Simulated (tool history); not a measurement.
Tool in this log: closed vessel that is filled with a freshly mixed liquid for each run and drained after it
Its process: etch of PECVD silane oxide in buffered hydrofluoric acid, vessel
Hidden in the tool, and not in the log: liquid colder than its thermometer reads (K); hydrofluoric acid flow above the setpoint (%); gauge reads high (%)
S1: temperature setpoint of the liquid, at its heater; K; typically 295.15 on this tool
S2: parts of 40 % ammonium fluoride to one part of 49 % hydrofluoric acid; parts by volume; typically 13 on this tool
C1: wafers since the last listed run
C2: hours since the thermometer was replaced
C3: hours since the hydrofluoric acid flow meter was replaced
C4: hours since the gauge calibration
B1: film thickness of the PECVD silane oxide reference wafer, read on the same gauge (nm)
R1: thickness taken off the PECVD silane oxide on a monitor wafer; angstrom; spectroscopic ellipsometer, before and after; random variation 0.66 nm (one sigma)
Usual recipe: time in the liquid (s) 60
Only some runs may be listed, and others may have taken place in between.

{"run": 1, "hour": 0.0, "S1": 295.15, "S2": 13, "time in the liquid (s)": 60, "C1": 0, "C2": 477.6, "C3": 115.9, "C4": 848.7, "B1": 90.03, "R1": 1461.6}
{"run": 2, "hour": 40.3, "S1": 295.15, "S2": 13, "time in the liquid (s)": 60, "C1": 3159, "C2": 517.9, "C3": 156.2, "C4": 889, "B1": 90.01, "R1": 1460.7}
{"run": 3, "hour": 86.8, "S1": 295.15, "S2": 13, "time in the liquid (s)": 60, "C1": 3645, "C2": 564.4, "C3": 202.7, "C4": 935.5, "B1": 89.99, "R1": 1445.8}
{"run": 4, "hour": 157.7, "S1": 295.15, "S2": 13, "time in the liquid (s)": 60, "C1": 5559, "C2": 635.3, "C3": 273.6, "C4": 1006.4, "B1": 90, "R1": 1453.8}
{"run": 5, "hour": 236.3, "S1": 295.15, "S2": 13, "time in the liquid (s)": 60, "C1": 6162, "C2": 713.9, "C3": 352.2, "C4": 1085, "B1": 89.94, "R1": 1458.2}
{"run": 6, "hour": 333.1, "S1": 295.15, "S2": 13, "time in the liquid (s)": 60, "C1": 7589, "C2": 810.7, "C3": 449, "C4": 1181.8, "B1": 90.02, "R1": 1450.9}
{"run": 7, "hour": 384.6, "S1": 295.15, "S2": 13, "time in the liquid (s)": 60, "C1": 4037, "C2": 862.2, "C3": 500.5, "C4": 1233.3, "B1": 90, "R1": 1448.5}
{"run": 8, "hour": 459.6, "S1": 295.15, "S2": 13, "time in the liquid (s)": 60, "C1": 5880, "C2": 937.2, "C3": 575.5, "C4": 1308.3, "B1": 89.98, "R1": 1451.8}
{"run": 9, "hour": 556.5, "S1": 295.15, "S2": 13, "time in the liquid (s)": 60, "C1": 7597, "C2": 1034.1, "C3": 672.4, "C4": 1405.2, "B1": 90.04, "R1": 1441.8}
{"run": 10, "hour": 626.6, "S1": 295.15, "S2": 13, "time in the liquid (s)": 45, "C1": 5496, "C2": 1104.2, "C3": 742.5, "C4": 1475.3, "B1": 90.04, "R1": 1100.5}
{"run": 11, "hour": 695.8, "S1": 295.15, "S2": 13, "time in the liquid (s)": 45, "C1": 5425, "C2": 1173.4, "C3": 811.7, "C4": 1544.5, "B1": 90.05, "R1": 1094.2}
{"run": 12, "hour": 742.9, "S1": 293.65, "S2": 13, "time in the liquid (s)": 85, "C1": 3692, "C2": 1220.5, "C3": 858.8, "C4": 1591.6, "B1": 90.03, "R1": 1915.2}
{"run": 13, "hour": 799.9, "S1": 293.65, "S2": 13, "time in the liquid (s)": 85, "C1": 4469, "C2": 1277.5, "C3": 915.8, "C4": 1648.6, "B1": 90.01, "R1": 1896.7}
{"hour": 828.9, "done": "hydrofluoric acid flow meter replaced"}
{"hour": 883.3, "done": "thermometer replaced"}
{"run": 14, "hour": 898.5, "S1": 293.65, "S2": 13, "time in the liquid (s)": 85, "C1": 7574, "C2": 15.2, "C3": 69.6, "C4": 1747.2, "B1": 89.98, "R1": 1928.7}
{"run": 15, "hour": 934.7, "S1": 295.15, "S2": 14.5, "time in the liquid (s)": 30, "C1": 2838, "C2": 51.4, "C3": 105.8, "C4": 1783.4, "B1": 90.01, "R1": 668.2}
{"run": 16, "hour": 1021.3, "S1": 297.15, "S2": 13, "time in the liquid (s)": 95, "C1": 6790, "C2": 138, "C3": 192.4, "C4": 1870, "B1": 90, "R1": 2609.3}
{"run": 17, "hour": 1093.2, "S1": 297.15, "S2": 16.5, "time in the liquid (s)": 40, "C1": 5637, "C2": 209.9, "C3": 264.3, "C4": 1941.9, "B1": 90.04, "R1": 871}
{"run": 18, "hour": 1184.5, "S1": 291.65, "S2": 14.5, "time in the liquid (s)": 70, "C1": 7158, "C2": 301.2, "C3": 355.6, "C4": 2033.2, "B1": 90.06, "R1": 1261}
{"run": 19, "hour": 1238.1, "S1": 292.65, "S2": 13, "time in the liquid (s)": 60, "C1": 4202, "C2": 354.8, "C3": 409.2, "C4": 2086.8, "B1": 89.99, "R1": 1283.6}
{"run": 20, "hour": 1292.4, "S1": 295.15, "S2": 13, "time in the liquid (s)": 60, "C1": 4257, "C2": 409.1, "C3": 463.5, "C4": 2141.1, "B1": 90, "R1": 1491.7}
{"run": 21, "hour": 1384.4, "S1": 295.15, "S2": 13, "time in the liquid (s)": 60, "C1": 7213, "C2": 501.1, "C3": 555.5, "C4": 2233.1, "B1": 89.97, "R1": 1473.5}
{"hour": 1543.4, "done": "gauge calibrated"}
{"run": 22, "hour": 1655.0, "S1": 295.15, "S2": 13, "time in the liquid (s)": 60, "C1": 21216, "C2": 771.7, "C3": 826.1, "C4": 111.6, "B1": 90.02, "R1": 1486.4}
{"run": 23, "hour": 1726.4, "S1": 295.15, "S2": 13, "time in the liquid (s)": 60, "C1": 5598, "C2": 843.1, "C3": 897.5, "C4": 183, "B1": 90.01, "R1": 1484.4}
{"hour": 1735.0, "done": "hydrofluoric acid flow meter replaced"}
{"run": 24, "hour": 1808.5, "S1": 295.15, "S2": 8.5, "time in the liquid (s)": 35, "C1": 6358, "C2": 925.2, "C3": 73.5, "C4": 265.1, "B1": 90, "R1": 1222.9}
{"run": 25, "hour": 1862.7, "S1": 295.15, "S2": 13, "time in the liquid (s)": 60, "C1": 4249, "C2": 979.4, "C3": 127.7, "C4": 319.3, "B1": 89.96, "R1": 1435.4}
{"run": 26, "hour": 1967.8, "S1": 295.15, "S2": 11.5, "time in the liquid (s)": 60, "C1": 8240, "C2": 1084.5, "C3": 232.8, "C4": 424.4, "B1": 89.99, "R1": 1599.7}
{"run": 27, "hour": 2017.1, "S1": 298.15, "S2": 9.5, "time in the liquid (s)": 80, "C1": 3865, "C2": 1133.8, "C3": 282.1, "C4": 473.7, "B1": 89.98, "R1": 2977.8}
{"hour": 2075.7, "done": "thermometer replaced"}
{"run": 28, "hour": 2100.1, "S1": 292.15, "S2": 15.5, "time in the liquid (s)": 80, "C1": 6429, "C2": 24.4, "C3": 365.1, "C4": 556.7, "B1": 90.02, "R1": 1406.8}
{"run": 29, "hour": 2151.3, "S1": 292.65, "S2": 11.5, "time in the liquid (s)": 40, "C1": 4014, "C2": 75.6, "C3": 416.3, "C4": 607.9, "B1": 90, "R1": 973.1}
{"run": 30, "hour": 2220.3, "S1": 295.15, "S2": 13, "time in the liquid (s)": 60, "C1": 5410, "C2": 144.6, "C3": 485.3, "C4": 676.9, "B1": 90.02, "R1": 1475.9}
{"run": 31, "hour": 2318.3, "S1": 295.15, "S2": 13, "time in the liquid (s)": 75, "C1": 7683, "C2": 242.6, "C3": 583.3, "C4": 774.9, "B1": 89.96, "R1": 1862.3}

Hidden state, per run?
gauge reads high (%): 0 at every run
H1: liquid colder than its thermometer reads (K)
H2: hydrofluoric acid flow above the setpoint (%)
run=1 H1=0.366 H2=1.12
run=2 H1=0.391 H2=1.28
run=3 H1=0.42 H2=1.47
run=4 H1=0.465 H2=1.76
run=5 H1=0.515 H2=2.08
run=6 H1=0.576 H2=2.47
run=7 H1=0.608 H2=2.68
run=8 H1=0.655 H2=2.99
run=9 H1=0.716 H2=3.38
run=10 H1=0.761 H2=3.67
run=11 H1=0.804 H2=3.95
run=12 H1=0.834 H2=4.14
run=13 H1=0.87 H2=4.37
run=14 H1=0.0291 H2=0.837
run=15 H1=0.0519 H2=0.984
run=16 H1=0.107 H2=1.34
run=17 H1=0.152 H2=1.63
run=18 H1=0.209 H2=2
run=19 H1=0.243 H2=2.22
run=20 H1=0.277 H2=2.44
run=21 H1=0.335 H2=2.81
run=22 H1=0.506 H2=3.92
run=23 H1=0.551 H2=4.21
run=24 H1=0.603 H2=0.557
run=25 H1=0.637 H2=0.778
run=26 H1=0.703 H2=1.21
run=27 H1=0.734 H2=1.41
run=28 H1=0.0816 H2=1.74
run=29 H1=0.114 H2=1.95
run=30 H1=0.157 H2=2.23
run=31 H1=0.219 H2=2.63

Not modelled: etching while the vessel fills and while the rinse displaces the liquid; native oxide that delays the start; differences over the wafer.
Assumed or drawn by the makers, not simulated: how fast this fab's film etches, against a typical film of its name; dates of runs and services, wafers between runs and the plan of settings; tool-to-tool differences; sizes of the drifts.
